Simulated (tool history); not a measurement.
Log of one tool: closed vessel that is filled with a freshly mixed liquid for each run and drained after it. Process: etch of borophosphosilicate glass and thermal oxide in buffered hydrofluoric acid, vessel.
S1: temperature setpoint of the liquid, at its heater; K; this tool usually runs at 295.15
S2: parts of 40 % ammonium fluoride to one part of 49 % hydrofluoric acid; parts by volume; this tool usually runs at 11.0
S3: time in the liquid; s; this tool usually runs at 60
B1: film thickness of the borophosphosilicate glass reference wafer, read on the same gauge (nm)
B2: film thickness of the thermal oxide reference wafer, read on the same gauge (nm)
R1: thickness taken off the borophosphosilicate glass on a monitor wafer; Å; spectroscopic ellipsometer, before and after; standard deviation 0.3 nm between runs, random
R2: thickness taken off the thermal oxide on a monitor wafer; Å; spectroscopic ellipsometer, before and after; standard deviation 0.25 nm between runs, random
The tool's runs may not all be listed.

run 1 hour=0.0 | S1=293.15 S2=11.0 S3=60 | B1=130.00 B2=119.97 | R1=486.4 R2=504.3
-- hour=6.1 hydrofluoric acid flow meter replaced
-- hour=53.4 thermometer replaced
run 2 hour=64.2 | S1=293.15 S2=11.0 S3=60 | B1=130.01 B2=120.01 | R1=466.9 R2=481.9
run 3 hour=90.0 | S1=295.15 S2=9.0 S3=60 | B1=129.98 B2=119.97 | R1=635.5 R2=650.7
run 4 hour=127.9 | S1=297.65 S2=11.0 S3=60 | B1=130.02 B2=120.02 | R1=596.1 R2=606.9
run 5 hour=157.0 | S1=295.15 S2=11.0 S3=60 | B1=130.01 B2=120.01 | R1=510.2 R2=531.8
run 6 hour=213.2 | S1=295.15 S2=11.0 S3=60 | B1=130.02 B2=120.02 | R1=513.2 R2=534.7
run 7 hour=275.9 | S1=291.15 S2=15.0 S3=60 | B1=130.00 B2=120.00 | R1=297.8 R2=310.9
run 8 hour=316.2 | S1=295.15 S2=9.5 S3=45 | B1=129.96 B2=120.01 | R1=439.3 R2=455.7
run 9 hour=385.1 | S1=295.15 S2=11.0 S3=60 | B1=130.03 B2=119.98 | R1=508.1 R2=523.1
run 10 hour=412.1 | S1=295.15 S2=9.5 S3=60 | B1=130.03 B2=119.99 | R1=583.5 R2=602.2
-- hour=442.9 hydrofluoric acid flow meter replaced, repeated, since the last time left the tool worse
run 11 hour=473.9 | S1=290.65 S2=7.5 S3=45 | B1=130.02 B2=120.03 | R1=483.8 R2=501.3
run 12 hour=544.0 | S1=292.15 S2=11.0 S3=60 | B1=129.99 B2=119.99 | R1=490.5 R2=502.5
run 13 hour=604.8 | S1=293.15 S2=7.0 S3=95 | B1=129.98 B2=120.02 | R1=1266.7 R2=1277.4
run 14 hour=658.9 | S1=298.65 S2=14.0 S3=30 | B1=130.00 B2=119.98 | R1=275.3 R2=282.0
run 15 hour=705.5 | S1=295.15 S2=11.0 S3=70 | B1=130.03 B2=119.99 | R1=666.6 R2=687.4
run 16 hour=736.6 | S1=299.65 S2=9.5 S3=90 | B1=130.00 B2=120.01 | R1=1235.1 R2=1279.5
-- hour=788.4 gauge calibrated
run 17 hour=805.2 | S1=297.65 S2=11.0 S3=60 | B1=130.01 B2=120.01 | R1=644.9 R2=673.7

Estimate the outcome of run 18 from the log above:
run 18 hour=846.5 | S1=295.15 S2=9.0 S3=75 | B1=? B2=? | R1=? R2=?

B1: 129.99
B2: 120.00
R1: 839.5 Å
R2: 863.8 Å
On a tool with no hidden condition, and with the same random variation, this run would have come out at R1 855.9 Å, R2 880.5 Å.
